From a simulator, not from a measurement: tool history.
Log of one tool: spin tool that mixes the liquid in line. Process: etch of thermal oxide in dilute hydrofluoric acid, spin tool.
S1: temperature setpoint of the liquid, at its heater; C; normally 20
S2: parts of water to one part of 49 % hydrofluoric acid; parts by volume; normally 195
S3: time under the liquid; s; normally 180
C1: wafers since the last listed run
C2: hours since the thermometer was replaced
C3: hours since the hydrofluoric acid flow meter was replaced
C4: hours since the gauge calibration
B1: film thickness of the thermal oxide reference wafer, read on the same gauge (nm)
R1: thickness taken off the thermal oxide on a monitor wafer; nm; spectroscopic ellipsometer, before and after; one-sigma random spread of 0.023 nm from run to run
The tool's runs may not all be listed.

Run 1, hour 0: usual settings; C1 0; C2 970.3; C3 1929.7; C4 997.8; B1 150.006. Result: R1 3.254 nm.
Run 2, hour 39.9: usual settings; C1 314; C2 1010.2; C3 1969.6; C4 1037.7; B1 150.002. Result: R1 3.297 nm.
Run 3, hour 110.7: usual settings; C1 557; C2 1081; C3 2040.4; C4 1108.5; B1 149.999. Result: R1 3.304 nm.
Run 4, hour 172.9: usual settings; C1 489; C2 1143.2; C3 2102.6; C4 1170.7; B1 150.025. Result: R1 3.281 nm.
Run 5, hour 225.5: usual settings; C1 414; C2 1195.8; C3 2155.2; C4 1223.3; B1 150.02. Result: R1 3.278 nm.
Run 6, hour 289.3: usual settings but S1 18 C, S2 130 parts by volume; C1 502; C2 1259.6; C3 2219; C4 1287.1; B1 150.025. Result: R1 4.846 nm.
Run 7, hour 336.6: usual settings but S1 18 C, S2 130 parts by volume; C1 372; C2 1306.9; C3 2266.3; C4 1334.4; B1 150.034. Result: R1 4.892 nm.
Run 8, hour 364.7: usual settings but S1 18 C, S2 130 parts by volume; C1 221; C2 1335; C3 2294.4; C4 1362.5; B1 150.016. Result: R1 4.889 nm.
Run 9, hour 425.9: usual settings; C1 481; C2 1396.2; C3 2355.6; C4 1423.7; B1 149.987. Result: R1 3.284 nm.
Run 10, hour 487.4: usual settings; C1 484; C2 1457.7; C3 2417.1; C4 1485.2; B1 149.977. Result: R1 3.299 nm.
Run 11, hour 547: usual settings; C1 469; C2 1517.3; C3 2476.7; C4 1544.8; B1 149.995. Result: R1 3.294 nm.
Run 12, hour 613: usual settings; C1 519; C2 1583.3; C3 2542.7; C4 1610.8; B1 150. Result: R1 3.351 nm.
At hour 671.5: hydrofluoric acid flow meter replaced.
Run 13, hour 674.4: usual settings; C1 475; C2 1644.7; C3 2.9; C4 1672.2; B1 150. Result: R1 3.629 nm.
Run 14, hour 705.5: usual settings; C1 244; C2 1675.8; C3 34; C4 1703.3; B1 149.981. Result: R1 3.612 nm.
Run 15, hour 737.6: usual settings; C1 252; C2 1707.9; C3 66.1; C4 1735.4; B1 150.02. Result: R1 3.645 nm.
At hour 744.1: thermometer replaced.
Run 16, hour 776.6: usual settings but S1 23.5 C, S2 160 parts by volume; C1 299; C2 32.5; C3 105.1; C4 1774.4; B1 150.004. Result: R1 4.879 nm.
Run 17, hour 836: usual settings but S1 24.5 C, S3 240 s; C1 467; C2 91.9; C3 164.5; C4 1833.8; B1 150.026. Result: R1 5.309 nm.
At hour 845.6: gauge calibrated.
Run 18, hour 870.5: usual settings but S1 24 C, S2 270 parts by volume, S3 150 s; C1 271; C2 126.4; C3 199; C4 24.9; B1 149.967. Result: R1 2.194 nm.
Run 19, hour 930.4: usual settings; C1 471; C2 186.3; C3 258.9; C4 84.8; B1 149.998. Result: R1 3.411 nm.
Run 20, hour 972.7: usual settings but S1 18 C, S2 240 parts by volume, S3 105 s; C1 333; C2 228.6; C3 301.2; C4 127.1; B1 149.992. Result: R1 1.424 nm.
Run 21, hour 1043.7: usual settings; C1 559; C2 299.6; C3 372.2; C4 198.1; B1 150.03. Result: R1 3.416 nm.
Run 22, hour 1075.2: usual settings; C1 248; C2 331.1; C3 403.7; C4 229.6; B1 150.018. Result: R1 3.403 nm.
Run 23, hour 1127.6: usual settings but S1 17 C, S3 100 s; C1 412; C2 383.5; C3 456.1; C4 282; B1 149.992. Result: R1 1.684 nm.
Run 24, hour 1185.5: usual settings but S2 265 parts by volume, S3 275 s; C1 455; C2 441.4; C3 514; C4 339.9; B1 150.022. Result: R1 3.567 nm.
Run 25, hour 1248.7: usual settings but S2 115 parts by volume; C1 497; C2 504.6; C3 577.2; C4 403.1; B1 149.987. Result: R1 6.173 nm.
Run 26, hour 1317.5: usual settings but S1 17 C, S2 150 parts by volume; C1 541; C2 573.4; C3 646; C4 471.9; B1 150.003. Result: R1 4.08 nm.
Run 27, hour 1369.1: usual settings but S1 24 C, S2 145 parts by volume, S3 90 s; C1 406; C2 625; C3 697.6; C4 523.5; B1 149.984. Result: R1 2.787 nm.
Run 28, hour 1425.2: usual settings but S1 17 C, S2 150 parts by volume; C1 441; C2 681.1; C3 753.7; C4 579.6; B1 149.982. Result: R1 4.121 nm.
Run 29, hour 1473.2: usual settings but S1 23 C, S2 265 parts by volume; C1 377; C2 729.1; C3 801.7; C4 627.6; B1 150.003. Result: R1 2.581 nm.
Run 30, hour 1529.7: usual settings but S2 145 parts by volume, S3 150 s; C1 444; C2 785.6; C3 858.2; C4 684.1; B1 150.02. Result: R1 4.075 nm.
Run 31, hour 1570: usual settings but S1 23 C, S2 265 parts by volume; C1 317; C2 825.9; C3 898.5; C4 724.4; B1 149.991. Result: R1 2.616 nm.

The tool's hidden state at each run:
gauge reads high (%): 0 at every run
H1: liquid hotter than its thermometer reads (K)
H2: hydrofluoric acid flow below the setpoint (%)
run     H1      H2
  1   1.11    5.31
  2   1.15    5.41
  3   1.23     5.6
  4    1.3    5.77
  5   1.35    5.91
  6   1.42    6.08
  7   1.47    6.21
  8    1.5    6.29
  9   1.57    6.45
 10   1.63    6.61
 11    1.7    6.77
 12   1.77    6.95
 13   1.83  0.0938
 14   1.87   0.177
 15    1.9   0.263
 16   0.26   0.368
 17  0.324   0.527
 18  0.361    0.62
 19  0.425   0.781
 20   0.47   0.894
 21  0.546    1.08
 22  0.579    1.17
 23  0.635    1.31
 24  0.697    1.47
 25  0.765    1.63
 26  0.838    1.82
 27  0.893    1.96
 28  0.953    2.11
 29      1    2.24
 30   1.07    2.39
 31   1.11     2.5

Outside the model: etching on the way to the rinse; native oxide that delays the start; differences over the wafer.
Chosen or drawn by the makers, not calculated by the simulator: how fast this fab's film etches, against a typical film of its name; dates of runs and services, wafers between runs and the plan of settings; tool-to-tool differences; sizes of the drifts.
